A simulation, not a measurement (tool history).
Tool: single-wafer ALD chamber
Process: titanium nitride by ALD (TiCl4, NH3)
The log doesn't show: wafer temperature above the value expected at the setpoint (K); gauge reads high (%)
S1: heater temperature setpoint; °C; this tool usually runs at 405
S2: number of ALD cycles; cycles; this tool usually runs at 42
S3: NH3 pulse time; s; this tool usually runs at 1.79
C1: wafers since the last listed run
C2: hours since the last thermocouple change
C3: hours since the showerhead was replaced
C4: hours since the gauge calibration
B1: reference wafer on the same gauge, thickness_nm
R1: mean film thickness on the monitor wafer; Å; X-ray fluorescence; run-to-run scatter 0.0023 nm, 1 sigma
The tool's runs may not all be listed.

run 1 hour=0.0 | S1=396 S2=40 S3=1.79 | C1=0 C2=1291.7 C3=5765.4 C4=550.5 | B1=0.752 | R1=8.81
run 2 hour=64.3 | S1=405 S2=42 S3=1.79 | C1=319 C2=1356.0 C3=5829.7 C4=614.8 | B1=0.752 | R1=9.28
run 3 hour=135.8 | S1=405 S2=42 S3=1.79 | C1=355 C2=1427.5 C3=5901.2 C4=686.3 | B1=0.752 | R1=9.34
run 4 hour=174.0 | S1=405 S2=42 S3=1.79 | C1=189 C2=1465.7 C3=5939.4 C4=724.5 | B1=0.752 | R1=9.34
run 5 hour=219.4 | S1=405 S2=42 S3=1.98 | C1=225 C2=1511.1 C3=5984.8 C4=769.9 | B1=0.752 | R1=9.35
run 6 hour=248.5 | S1=405 S2=42 S3=1.79 | C1=144 C2=1540.2 C3=6013.9 C4=799.0 | B1=0.752 | R1=9.31
run 7 hour=311.0 | S1=405 S2=42 S3=1.79 | C1=310 C2=1602.7 C3=6076.4 C4=861.5 | B1=0.752 | R1=9.32
run 8 hour=360.2 | S1=405 S2=42 S3=1.79 | C1=244 C2=1651.9 C3=6125.6 C4=910.7 | B1=0.752 | R1=9.34
run 9 hour=404.4 | S1=405 S2=42 S3=1.79 | C1=219 C2=1696.1 C3=6169.8 C4=954.9 | B1=0.752 | R1=9.31
run 10 hour=440.4 | S1=405 S2=42 S3=1.79 | C1=178 C2=1732.1 C3=6205.8 C4=990.9 | B1=0.752 | R1=9.32
-- hour=467.0 gauge calibrated
run 11 hour=512.1 | S1=400 S2=42 S3=1.79 | C1=356 C2=1803.8 C3=6277.5 C4=45.1 | B1=0.753 | R1=9.31
run 12 hour=568.3 | S1=405 S2=42 S3=1.79 | C1=279 C2=1860.0 C3=6333.7 C4=101.3 | B1=0.752 | R1=9.29
run 13 hour=615.9 | S1=405 S2=42 S3=1.79 | C1=236 C2=1907.6 C3=6381.3 C4=148.9 | B1=0.752 | R1=9.30
run 14 hour=668.9 | S1=405 S2=42 S3=1.79 | C1=263 C2=1960.6 C3=6434.3 C4=201.9 | B1=0.752 | R1=9.35
run 15 hour=706.5 | S1=405 S2=42 S3=1.79 | C1=186 C2=1998.2 C3=6471.9 C4=239.5 | B1=0.751 | R1=9.26
run 16 hour=747.6 | S1=405 S2=42 S3=1.79 | C1=204 C2=2039.3 C3=6513.0 C4=280.6 | B1=0.752 | R1=9.30
run 17 hour=774.1 | S1=405 S2=42 S3=2.18 | C1=131 C2=2065.8 C3=6539.5 C4=307.1 | B1=0.752 | R1=9.40
run 18 hour=799.1 | S1=405 S2=42 S3=1.79 | C1=124 C2=2090.8 C3=6564.5 C4=332.1 | B1=0.753 | R1=9.30
-- hour=818.5 thermocouple changed; heater temperature recalibrated
run 19 hour=860.9 | S1=400 S2=37 S3=1.32 | C1=267 C2=42.4 C3=6626.3 C4=393.9 | B1=0.752 | R1=8.08
run 20 hour=918.6 | S1=401 S2=39 S3=2.26 | C1=286 C2=100.1 C3=6684.0 C4=451.6 | B1=0.752 | R1=8.69
run 21 hour=961.0 | S1=405 S2=42 S3=1.79 | C1=210 C2=142.5 C3=6726.4 C4=494.0 | B1=0.752 | R1=9.31
run 22 hour=985.7 | S1=405 S2=42 S3=1.79 | C1=122 C2=167.2 C3=6751.1 C4=518.7 | B1=0.752 | R1=9.32
run 23 hour=1009.8 | S1=405 S2=42 S3=1.79 | C1=119 C2=191.3 C3=6775.2 C4=542.8 | B1=0.751 | R1=9.33
run 24 hour=1047.4 | S1=405 S2=49 S3=2.19 | C1=186 C2=228.9 C3=6812.8 C4=580.4 | B1=0.752 | R1=10.95
run 25 hour=1106.6 | S1=396 S2=45 S3=1.98 | C1=294 C2=288.1 C3=6872.0 C4=639.6 | B1=0.752 | R1=9.98
run 26 hour=1137.2 | S1=405 S2=42 S3=2.34 | C1=152 C2=318.7 C3=6902.6 C4=670.2 | B1=0.752 | R1=9.40
run 27 hour=1170.3 | S1=405 S2=50 S3=2.49 | C1=164 C2=351.8 C3=6935.7 C4=703.3 | B1=0.752 | R1=11.16
-- hour=1258.3 showerhead replaced
run 28 hour=1296.0 | S1=405 S2=42 S3=1.79 | C1=584 C2=477.5 C3=37.7 C4=829.0 | B1=0.752 | R1=9.33
run 29 hour=1352.5 | S1=399 S2=38 S3=1.58 | C1=280 C2=534.0 C3=94.2 C4=885.5 | B1=0.752 | R1=8.31
run 30 hour=1378.5 | S1=405 S2=34 S3=1.79 | C1=129 C2=560.0 C3=120.2 C4=911.5 | B1=0.752 | R1=7.54
run 31 hour=1413.6 | S1=412 S2=38 S3=1.79 | C1=174 C2=595.1 C3=155.3 C4=946.6 | B1=0.752 | R1=8.47
run 32 hour=1480.5 | S1=396 S2=42 S3=2.06 | C1=332 C2=662.0 C3=222.2 C4=1013.5 | B1=0.752 | R1=9.31
run 33 hour=1510.0 | S1=410 S2=42 S3=2.16 | C1=146 C2=691.5 C3=251.7 C4=1043.0 | B1=0.752 | R1=9.40
run 34 hour=1565.4 | S1=405 S2=42 S3=2.35 | C1=275 C2=746.9 C3=307.1 C4=1098.4 | B1=0.752 | R1=9.41
run 35 hour=1612.7 | S1=405 S2=48 S3=1.79 | C1=235 C2=794.2 C3=354.4 C4=1145.7 | B1=0.752 | R1=10.63
-- hour=1629.6 gauge calibrated
run 36 hour=1652.0 | S1=401 S2=42 S3=1.79 | C1=195 C2=833.5 C3=393.7 C4=22.4 | B1=0.752 | R1=9.31
run 37 hour=1701.9 | S1=396 S2=48 S3=1.79 | C1=247 C2=883.4 C3=443.6 C4=72.3 | B1=0.752 | R1=10.60
run 38 hour=1749.6 | S1=395 S2=42 S3=1.79 | C1=237 C2=931.1 C3=491.3 C4=120.0 | B1=0.752 | R1=9.30
run 39 hour=1847.1 | S1=405 S2=48 S3=1.58 | C1=484 C2=1028.6 C3=588.8 C4=217.5 | B1=0.753 | R1=10.59

Give the tool's hidden conditions for every run:
wafer temperature above the value expected at the setpoint (K): 0 at every run
gauge reads high (%): 0 at every run
